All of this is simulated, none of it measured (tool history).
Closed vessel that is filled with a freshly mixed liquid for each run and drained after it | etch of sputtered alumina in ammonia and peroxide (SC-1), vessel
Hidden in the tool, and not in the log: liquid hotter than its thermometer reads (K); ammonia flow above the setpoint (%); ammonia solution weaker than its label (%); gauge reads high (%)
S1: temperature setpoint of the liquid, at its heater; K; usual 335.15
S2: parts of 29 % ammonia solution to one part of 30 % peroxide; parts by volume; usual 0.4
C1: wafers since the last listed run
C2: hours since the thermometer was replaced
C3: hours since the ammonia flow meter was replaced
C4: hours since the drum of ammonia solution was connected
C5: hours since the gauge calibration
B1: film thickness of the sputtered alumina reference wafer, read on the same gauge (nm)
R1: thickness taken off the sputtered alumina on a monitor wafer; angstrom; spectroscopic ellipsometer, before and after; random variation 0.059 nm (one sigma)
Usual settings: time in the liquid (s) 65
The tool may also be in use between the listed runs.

Run 1, day 0: usual settings; C1 0; C2 1284.1; C3 733.2; C4 241.5; C5 147.3; B1 79.97. Result: R1 80.7 angstrom.
Run 2, day 4.417: usual settings; C1 15026; C2 1390.1; C3 839.2; C4 347.5; C5 253.3; B1 80.01. Result: R1 79.2 angstrom.
Run 3, day 6.117: usual settings but S1 331.15 K; C1 5783; C2 1430.9; C3 880; C4 388.3; C5 294.1; B1 80. Result: R1 65.9 angstrom.
Run 4, day 8.746: usual settings but S1 331.15 K; C1 8945; C2 1494; C3 943.1; C4 451.4; C5 357.2; B1 80.01. Result: R1 65.1 angstrom.
Run 5, day 10.746: usual settings; C1 6804; C2 1542; C3 991.1; C4 499.4; C5 405.2; B1 80. Result: R1 79.4 angstrom.
Run 6, day 13.925: usual settings; C1 10816; C2 1618.3; C3 1067.4; C4 575.7; C5 481.5; B1 80. Result: R1 80.4 angstrom.
Run 7, day 16.658: usual settings; C1 9299; C2 1683.9; C3 1133; C4 641.3; C5 547.1; B1 80. Result: R1 80.1 angstrom.
Run 8, day 19.354: usual settings; C1 9171; C2 1748.6; C3 1197.7; C4 706; C5 611.8; B1 80.01. Result: R1 79.7 angstrom.
At day 19.771: new drum of ammonia solution connected.
Run 9, day 28.408: usual settings; C1 30662; C2 1965.9; C3 1415; C4 207.3; C5 829.1; B1 80.03. Result: R1 80.1 angstrom.
Run 10, day 30.992: usual settings; C1 8789; C2 2027.9; C3 1477; C4 269.3; C5 891.1; B1 80.01. Result: R1 79.5 angstrom.
Run 11, day 34.383: usual settings but S1 331.65 K, S2 0.35 parts by volume, time in the liquid (s) 90; C1 11539; C2 2109.3; C3 1558.4; C4 350.7; C5 972.5; B1 79.99. Result: R1 91 angstrom.
Run 12, day 37.425: usual settings but S1 337.65 K; C1 10348; C2 2182.3; C3 1631.4; C4 423.7; C5 1045.5; B1 79.99. Result: R1 90.8 angstrom.
At day 41.162: gauge calibrated.
Run 13, day 41.517: usual settings but S1 331.15 K, S2 0.35 parts by volume; C1 13920; C2 2280.5; C3 1729.6; C4 521.9; C5 8.5; B1 80. Result: R1 64.6 angstrom.
At day 43.108: thermometer replaced.
Run 14, day 45.283: usual settings but S1 342.15 K, S2 0.25 parts by volume, time in the liquid (s) 90; C1 12673; C2 52.2; C3 1820; C4 612.3; C5 98.9; B1 79.97. Result: R1 148.1 angstrom.
Run 15, day 47.725: usual settings but S1 340.15 K, S2 0.5 parts by volume, time in the liquid (s) 80; C1 8307; C2 110.8; C3 1878.6; C4 670.9; C5 157.5; B1 79.99. Result: R1 128.7 angstrom.
At day 49.25: new drum of ammonia solution connected.
Run 16, day 51.408: usual settings but S1 343.15 K, S2 0.55 parts by volume, time in the liquid (s) 95; C1 12389; C2 199.2; C3 1967; C4 51.8; C5 245.9; B1 79.99. Result: R1 178 angstrom.

Run 17 comes next. What will it give?
At day 52.642: ammonia flow meter replaced.
Run 17, day 53.454: usual settings but S2 0.45 parts by volume, time in the liquid (s) 50; C1 6818; C2 248.3; C3 19.5; C4 100.9; C5 295; B1 ?. Result: R1 ?.

B1: 79.99
R1: 61.9 angstrom
Without the tool's hidden state the same run would have given R1 61.9 angstrom.
